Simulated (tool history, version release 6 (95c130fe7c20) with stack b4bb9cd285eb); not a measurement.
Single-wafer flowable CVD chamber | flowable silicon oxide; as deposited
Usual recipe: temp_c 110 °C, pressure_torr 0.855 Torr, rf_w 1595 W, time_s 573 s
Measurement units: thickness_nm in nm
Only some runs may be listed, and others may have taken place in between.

| run | day | temp_c | pressure_torr | rf_w | time_s | read-back reference wafer on the same gauge, thickness_nm | thickness_nm |
|---|---|---|---|---|---|---|---|
| 1 | 0 | 110 | 0.717 | 1595 | 573 | 274.781 | 185.816 |
| 2 | 0.842 | 110 | 0.717 | 1595 | 573 | 275.001 | 186.378 |
| 3 | 2.304 | 110 | 0.717 | 1595 | 573 | 275.189 | 185.829 |
| 4 | 3.088 | 110 | 0.747 | 1775 | 573 | 275.347 | 201.629 |
| 5 | 4.104 | 110 | 0.747 | 1775 | 573 | 275.153 | 201.021 |
| 6 | 4.817 | 110 | 0.747 | 1775 | 573 | 275.11 | 199.791 |
|  | 4.833 | gauge calibrated |
|  | 5.558 | showerhead replaced, of another model than before |
| 7 | 5.579 | 99 | 0.922 | 1595 | 573 | 275.353 | 333.261 |
| 8 | 7.021 | 110 | 0.855 | 1595 | 605 | 274.946 | 234.225 |
| 9 | 7.696 | 110 | 0.747 | 1775 | 573 | 275.153 | 214.478 |
|  | 8.225 | RF generator calibrated |
| 10 | 9.104 | 117 | 0.855 | 1595 | 573 | 275.18 | 179.63 |
| 11 | 10.504 | 103 | 0.855 | 1595 | 573 | 274.897 | 276.006 |
| 12 | 11.008 | 110 | 0.855 | 1835 | 667 | 274.853 | 270.829 |
|  | 11.538 | thermocouple changed; heater temperature recalibrated |
|  | 12.146 | capacitance manometer re-zeroed and calibrated |
| 13 | 12.167 | 124 | 0.855 | 1880 | 617 | 274.928 | 198.971 |

What does the tool deliver on the next run?
| 14 | 13.579 | 110 | 0.855 | 1495 | 573 | ? | ? |

{"run 14": {"read-back reference wafer on the same gauge, thickness_nm": 275.051, "thickness_nm": 251.079}}
Were there no unlogged condition in the tool, this run, its random variation unchanged, would have produced thickness_nm 258.477 nm.
